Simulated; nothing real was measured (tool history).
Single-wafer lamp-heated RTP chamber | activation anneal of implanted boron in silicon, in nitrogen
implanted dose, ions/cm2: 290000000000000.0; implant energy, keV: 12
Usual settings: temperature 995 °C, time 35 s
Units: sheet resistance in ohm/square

run   hour  temperature  time  read-back reference wafer on the same gauge, sheet resistance  sheet resistance
  1    0.0          995    35                                                         397.91            374.35
  2   27.0          995    35                                                         398.01            374.72
  3  130.1          981    35                                                         398.01            376.88
  4  165.4          981    35                                                         397.96            377.82
  5  197.6          995    46                                                         397.96            372.86
  6  227.6          995    46                                                         397.97            371.80
  7  263.0          995    43                                                         397.88            371.95
     281.3  -- pyrometer window cleaned and pyrometer calibrated
  8  281.8          995    39                                                         398.02            372.62
  9  298.8         1004    35                                                         397.96            371.81
 10  316.9         1004    35                                                         397.97            371.80
     318.4  -- gauge calibrated
 11  350.3         1004    35                                                         398.12            371.89
 12  383.8          995    17                                                         397.89            376.72
 13  412.7          995    35                                                         397.94            372.71

The next listed run, before its measurement:
     467.6  -- reflector plate cleaned
 14  501.5         1003    35                                                              ?                 ?

read-back reference wafer on the same gauge, sheet resistance: 398.14
sheet resistance: 373.44 ohm/square
Without the tool's hidden state the same run would have given sheet resistance 373.76 ohm/square.
